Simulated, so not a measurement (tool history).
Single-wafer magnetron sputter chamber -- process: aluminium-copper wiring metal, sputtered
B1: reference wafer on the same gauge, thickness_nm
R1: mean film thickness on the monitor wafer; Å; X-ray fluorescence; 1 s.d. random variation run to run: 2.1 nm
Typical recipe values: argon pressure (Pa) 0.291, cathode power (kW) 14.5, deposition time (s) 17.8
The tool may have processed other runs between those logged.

{"run": 1, "hour": 0.0, "argon pressure (Pa)": 0.291, "cathode power (kW)": 13.1, "deposition time (s)": 17.8, "B1": 525.414, "R1": 4892.55}
{"run": 2, "hour": 19.6, "argon pressure (Pa)": 0.291, "cathode power (kW)": 13.1, "deposition time (s)": 17.8, "B1": 526.077, "R1": 4859.32}
{"hour": 36.9, "done": "sputter target and shields replaced"}
{"run": 3, "hour": 51.0, "argon pressure (Pa)": 0.291, "cathode power (kW)": 13.1, "deposition time (s)": 17.8, "B1": 526.659, "R1": 5020.82}
{"run": 4, "hour": 71.3, "argon pressure (Pa)": 0.291, "cathode power (kW)": 14.5, "deposition time (s)": 17.8, "B1": 526.472, "R1": 5411.44}
{"run": 5, "hour": 95.0, "argon pressure (Pa)": 0.291, "cathode power (kW)": 14.5, "deposition time (s)": 17.8, "B1": 526.626, "R1": 5352.71}
{"run": 6, "hour": 124.1, "argon pressure (Pa)": 0.291, "cathode power (kW)": 14.5, "deposition time (s)": 17.8, "B1": 526.089, "R1": 5321.35}
{"run": 7, "hour": 136.5, "argon pressure (Pa)": 0.291, "cathode power (kW)": 14.5, "deposition time (s)": 17.8, "B1": 526.29, "R1": 5296.32}
{"run": 8, "hour": 159.9, "argon pressure (Pa)": 0.291, "cathode power (kW)": 14.5, "deposition time (s)": 17.8, "B1": 525.654, "R1": 5258.79}
{"hour": 203.4, "done": "sputter target and shields replaced"}
{"hour": 210.8, "done": "magnet pack replaced, of another model than before"}
{"run": 9, "hour": 211.3, "argon pressure (Pa)": 0.291, "cathode power (kW)": 14.5, "deposition time (s)": 17.8, "B1": 525.87, "R1": 5547.9}
{"run": 10, "hour": 235.7, "argon pressure (Pa)": 0.291, "cathode power (kW)": 14.5, "deposition time (s)": 17.8, "B1": 526.196, "R1": 5429.17}
{"run": 11, "hour": 269.2, "argon pressure (Pa)": 0.291, "cathode power (kW)": 14.5, "deposition time (s)": 17.8, "B1": 526.235, "R1": 5361.57}
{"hour": 289.8, "done": "gauge calibrated"}
{"run": 12, "hour": 298.1, "argon pressure (Pa)": 0.291, "cathode power (kW)": 14.5, "deposition time (s)": 17.8, "B1": 526.701, "R1": 5335.29}
{"run": 13, "hour": 333.2, "argon pressure (Pa)": 0.4, "cathode power (kW)": 14.5, "deposition time (s)": 17.8, "B1": 526.387, "R1": 5030.68}
{"run": 14, "hour": 349.3, "argon pressure (Pa)": 0.187, "cathode power (kW)": 14.5, "deposition time (s)": 20.8, "B1": 526.001, "R1": 6565.48}
{"hour": 358.3, "done": "sputter target and shields replaced"}
{"run": 15, "hour": 361.5, "argon pressure (Pa)": 0.216, "cathode power (kW)": 13.35, "deposition time (s)": 20.9, "B1": 526.517, "R1": 6265.06}
{"run": 16, "hour": 397.1, "argon pressure (Pa)": 0.357, "cathode power (kW)": 11.3, "deposition time (s)": 14.7, "B1": 525.693, "R1": 3452.67}
{"hour": 431.5, "done": "capacitance manometer re-zeroed and calibrated"}
{"run": 17, "hour": 465.3, "argon pressure (Pa)": 0.187, "cathode power (kW)": 14.5, "deposition time (s)": 20.8, "B1": 525.848, "R1": 6577.89}
{"run": 18, "hour": 500.5, "argon pressure (Pa)": 0.291, "cathode power (kW)": 14.5, "deposition time (s)": 17.8, "B1": 526.382, "R1": 5330.6}
{"hour": 529.1, "done": "sputter target and shields replaced"}
{"run": 19, "hour": 529.6, "argon pressure (Pa)": 0.291, "cathode power (kW)": 16.3, "deposition time (s)": 15.6, "B1": 525.884, "R1": 5385.43}
{"run": 20, "hour": 562.5, "argon pressure (Pa)": 0.291, "cathode power (kW)": 12.3, "deposition time (s)": 20.8, "B1": 525.936, "R1": 5471.29}
{"run": 21, "hour": 592.8, "argon pressure (Pa)": 0.291, "cathode power (kW)": 14.5, "deposition time (s)": 17.8, "B1": 526.371, "R1": 5382.8}
{"run": 22, "hour": 608.7, "argon pressure (Pa)": 0.198, "cathode power (kW)": 15.95, "deposition time (s)": 17.8, "B1": 525.549, "R1": 6069.8}

Predict each of these 4 candidate next runs independently; none follows another, all start after run 22:
{"run": "A", "hour": 609.1, "argon pressure (Pa)": 0.291, "cathode power (kW)": 14.5, "deposition time (s)": 17.8, "B1": "?", "R1": "?"}
{"run": "B", "hour": 609.1, "argon pressure (Pa)": 0.184, "cathode power (kW)": 14.5, "deposition time (s)": 17.8, "B1": "?", "R1": "?"}
{"run": "C", "hour": 609.1, "argon pressure (Pa)": 0.291, "cathode power (kW)": 16.2, "deposition time (s)": 17.8, "B1": "?", "R1": "?"}
{"run": "D", "hour": 609.1, "argon pressure (Pa)": 0.399, "cathode power (kW)": 16.05, "deposition time (s)": 15.2, "B1": "?", "R1": "?"}

run=A B1=526.151 R1=5343.97
run=B B1=526.151 R1=5626.84
run=C B1=526.151 R1=5920.22
run=D B1=526.151 R1=4762.47
Take away the tool's hidden state, keep each run's random variation, and the runs would have read:
run=A R1=5567.55
run=B R1=5862.25
run=C R1=6167.91
run=D R1=4961.72

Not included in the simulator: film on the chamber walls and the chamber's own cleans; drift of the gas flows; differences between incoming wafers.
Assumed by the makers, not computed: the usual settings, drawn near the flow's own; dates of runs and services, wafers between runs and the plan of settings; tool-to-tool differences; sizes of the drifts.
